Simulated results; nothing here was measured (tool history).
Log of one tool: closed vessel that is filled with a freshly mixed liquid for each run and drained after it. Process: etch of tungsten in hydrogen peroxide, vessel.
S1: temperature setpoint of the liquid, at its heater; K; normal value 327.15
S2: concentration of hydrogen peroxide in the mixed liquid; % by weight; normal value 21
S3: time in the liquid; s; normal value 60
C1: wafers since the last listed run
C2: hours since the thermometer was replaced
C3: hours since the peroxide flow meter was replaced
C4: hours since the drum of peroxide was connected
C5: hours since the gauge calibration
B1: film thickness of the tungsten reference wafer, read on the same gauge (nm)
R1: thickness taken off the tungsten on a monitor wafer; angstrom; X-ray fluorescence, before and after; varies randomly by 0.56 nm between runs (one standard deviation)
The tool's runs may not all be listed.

run 1 hour=0 | S1=327.15 S2=21 S3=60 | C1=0 C2=1881 C3=1687.8 C4=802.6 C5=2035.1 | B1=83.12 | R1=588.4
run 2 hour=39.3 | S1=327.15 S2=21 S3=60 | C1=2661 C2=1920.3 C3=1727.1 C4=841.9 C5=2074.4 | B1=82.98 | R1=575
run 3 hour=88.5 | S1=327.15 S2=21 S3=60 | C1=3331 C2=1969.5 C3=1776.3 C4=891.1 C5=2123.6 | B1=82.82 | R1=576.5
run 4 hour=139.3 | S1=324.65 S2=21 S3=60 | C1=3440 C2=2020.3 C3=1827.1 C4=941.9 C5=2174.4 | B1=82.71 | R1=492.4
run 5 hour=190.5 | S1=327.15 S2=21 S3=60 | C1=3467 C2=2071.5 C3=1878.3 C4=993.1 C5=2225.6 | B1=82.49 | R1=577.8
run 6 hour=232.1 | S1=327.15 S2=21 S3=60 | C1=2817 C2=2113.1 C3=1919.9 C4=1034.7 C5=2267.2 | B1=82.38 | R1=571.6
-- hour=249.2 thermometer replaced
run 7 hour=275.3 | S1=327.15 S2=21 S3=60 | C1=2857 C2=26.1 C3=1963.1 C4=1077.9 C5=2310.4 | B1=82.28 | R1=566.8
-- hour=342 new drum of peroxide connected
-- hour=357.7 gauge calibrated
run 8 hour=359.6 | S1=334.65 S2=21 S3=60 | C1=5641 C2=110.4 C3=2047.4 C4=17.6 C5=1.9 | B1=90.17 | R1=970
run 9 hour=439.7 | S1=334.65 S2=21 S3=60 | C1=5424 C2=190.5 C3=2127.5 C4=97.7 C5=82 | B1=89.99 | R1=973.8
run 10 hour=517.2 | S1=334.65 S2=21 S3=60 | C1=5248 C2=268 C3=2205 C4=175.2 C5=159.5 | B1=89.72 | R1=954.3
run 11 hour=581.8 | S1=327.15 S2=21 S3=60 | C1=4374 C2=332.6 C3=2269.6 C4=239.8 C5=224.1 | B1=89.59 | R1=618.4
-- hour=651.3 peroxide flow meter replaced
run 12 hour=660.6 | S1=327.15 S2=18 S3=90 | C1=5268 C2=411.4 C3=9.3 C4=318.6 C5=302.9 | B1=89.28 | R1=850
run 13 hour=724.8 | S1=317.65 S2=21 S3=60 | C1=4347 C2=475.6 C3=73.5 C4=382.8 C5=367.1 | B1=89.09 | R1=352.9
run 14 hour=806.2 | S1=336.65 S2=23.5 S3=90 | C1=5512 C2=557 C3=154.9 C4=464.2 C5=448.5 | B1=88.84 | R1=1710.5
run 15 hour=897.2 | S1=336.65 S2=21 S3=90 | C1=6162 C2=648 C3=245.9 C4=555.2 C5=539.5 | B1=88.56 | R1=1596.7
run 16 hour=992.1 | S1=331.65 S2=15 S3=40 | C1=6426 C2=742.9 C3=340.8 C4=650.1 C5=634.4 | B1=88.32 | R1=451.9
run 17 hour=1056.9 | S1=334.65 S2=21 S3=60 | C1=4388 C2=807.7 C3=405.6 C4=714.9 C5=699.2 | B1=88.12 | R1=960.8
run 18 hour=1138.1 | S1=330.65 S2=18 S3=50 | C1=5499 C2=888.9 C3=486.8 C4=796.1 C5=780.4 | B1=87.83 | R1=576.9
run 19 hour=1218.8 | S1=334.65 S2=16.5 S3=30 | C1=5465 C2=969.6 C3=567.5 C4=876.8 C5=861.1 | B1=87.62 | R1=420.1
run 20 hour=1310.3 | S1=330.65 S2=19 S3=30 | C1=6196 C2=1061.1 C3=659 C4=968.3 C5=952.6 | B1=87.32 | R1=358.3
run 21 hour=1349.5 | S1=336.15 S2=18 S3=40 | C1=2654 C2=1100.3 C3=698.2 C4=1007.5 C5=991.8 | B1=87.19 | R1=632.4
-- hour=1387.7 new drum of peroxide connected
run 22 hour=1402.4 | S1=335.15 S2=15.5 S3=50 | C1=3514 C2=1153.2 C3=751.1 C4=14.7 C5=1044.7 | B1=87.08 | R1=688
run 23 hour=1479.4 | S1=327.15 S2=21 S3=60 | C1=5214 C2=1230.2 C3=828.1 C4=91.7 C5=1121.7 | B1=86.8 | R1=603.3
run 24 hour=1538.6 | S1=331.15 S2=18.5 S3=85 | C1=4009 C2=1289.4 C3=887.3 C4=150.9 C5=1180.9 | B1=86.69 | R1=1012.5
run 25 hour=1643.2 | S1=327.15 S2=21 S3=35 | C1=7083 C2=1394 C3=991.9 C4=255.5 C5=1285.5 | B1=86.28 | R1=350.7
run 26 hour=1710.3 | S1=327.15 S2=18 S3=30 | C1=4544 C2=1461.1 C3=1059 C4=322.6 C5=1352.6 | B1=86.11 | R1=276.5
run 27 hour=1808.6 | S1=327.15 S2=27.5 S3=60 | C1=6657 C2=1559.4 C3=1157.3 C4=420.9 C5=1450.9 | B1=85.82 | R1=686.4
run 28 hour=1903.7 | S1=327.15 S2=21 S3=60 | C1=6440 C2=1654.5 C3=1252.4 C4=516 C5=1546 | B1=85.5 | R1=589.8
run 29 hour=1951.7 | S1=327.15 S2=21 S3=60 | C1=3250 C2=1702.5 C3=1300.4 C4=564 C5=1594 | B1=85.4 | R1=590.8
run 30 hour=2030.3 | S1=336.15 S2=18 S3=60 | C1=5323 C2=1781.1 C3=1379 C4=642.6 C5=1672.6 | B1=85.15 | R1=924.1
run 31 hour=2101.6 | S1=317.15 S2=18.5 S3=80 | C1=4828 C2=1852.4 C3=1450.3 C4=713.9 C5=1743.9 | B1=84.93 | R1=406.8

Across each entry between runs, compare the hidden state at the last listed run before it with the hidden state at the first listed run after it:
From run 6 to run 7: thermometer replaced (hour 249.2)
  gauge reads high (%): -8.45 -> -8.59
  measured value less the no-hidden-state value, R1: -52.8 -> -53.3 angstrom
From run 7 to run 8: new drum of peroxide connected (hour 342); gauge calibrated (hour 357.7)
  gauge reads high (%): -8.59 -> 0.24
  measured value less the no-hidden-state value, R1: -53.3 -> +2.3 angstrom
From run 11 to run 12: peroxide flow meter replaced (hour 651.3)
  gauge reads high (%): -0.509 -> -0.774
  measured value less the no-hidden-state value, R1: -3.2 -> -6.6 angstrom
From run 21 to run 22: new drum of peroxide connected (hour 1387.7)
  gauge reads high (%): -3.09 -> -3.27
  measured value less the no-hidden-state value, R1: -20.2 -> -23.3 angstrom
